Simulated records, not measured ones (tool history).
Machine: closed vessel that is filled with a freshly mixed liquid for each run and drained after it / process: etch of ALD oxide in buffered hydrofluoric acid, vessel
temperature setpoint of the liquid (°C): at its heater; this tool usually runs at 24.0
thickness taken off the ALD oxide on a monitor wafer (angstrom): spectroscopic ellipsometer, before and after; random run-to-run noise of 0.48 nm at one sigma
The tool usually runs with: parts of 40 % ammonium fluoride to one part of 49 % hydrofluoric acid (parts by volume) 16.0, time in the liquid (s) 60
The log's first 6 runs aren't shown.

run	hour	temperature setpoint of the liquid (°C)	parts of 40 % ammonium fluoride to one part of 49 % hydrofluoric acid (parts by volume)	time in the liquid (s)	wafers since the last listed run	hours since the thermometer was replaced	hours since the hydrofluoric acid flow meter was replaced	hours since the gauge calibration	read-back film thickness of the ALD oxide reference wafer, read on the same gauge (nm)	thickness taken off the ALD oxide on a monitor wafer (angstrom)
7	70.5	24.0	16.0	60	1019	1790.2	1675.8	201.5	130.00	1630.2
8	81.5	24.0	20.0	60	1077	1801.2	1686.8	212.5	130.00	1304.8
9	96.6	24.0	20.0	60	1479	1816.3	1701.9	227.6	130.01	1315.7
10	113.6	24.0	16.0	60	1665	1833.3	1718.9	244.6	130.00	1636.0
11	128.9	24.0	16.0	60	1499	1848.6	1734.2	259.9	129.99	1633.1
12	136.6	24.0	16.0	60	754	1856.3	1741.9	267.6	129.99	1638.1
13	154.3	22.0	17.5	60	1734	1874.0	1759.6	285.3	130.02	1344.2
14	167.0	22.0	17.5	60	1244	1886.7	1772.3	298.0	130.00	1360.5
15	178.5	22.0	17.5	60	1126	1898.2	1783.8	309.5	130.00	1352.5
16	190.8	24.0	16.0	30	1205	1910.5	1796.1	321.8	130.02	825.2
# hour 197.2: thermometer replaced
17	197.7	24.0	18.5	40	578	0.5	1803.0	328.7	130.00	845.3
18	203.3	19.5	20.0	60	548	6.1	1808.6	334.3	129.99	905.6
19	215.7	24.0	16.0	60	1214	18.5	1821.0	346.7	129.99	1458.2

Estimate the outcome of run 20 from the log above:
20	231.5	24.0	16.0	60	1548	34.3	1836.8	362.5	?	?

For run 20 the tool returned read-back film thickness of the ALD oxide reference wafer, read on the same gauge (nm) 129.97, thickness taken off the ALD oxide on a monitor wafer (angstrom) 1451.4.
If the tool had no hidden condition, the same run with the same run-to-run variation would have returned thickness taken off the ALD oxide on a monitor wafer (angstrom) 1434.8.
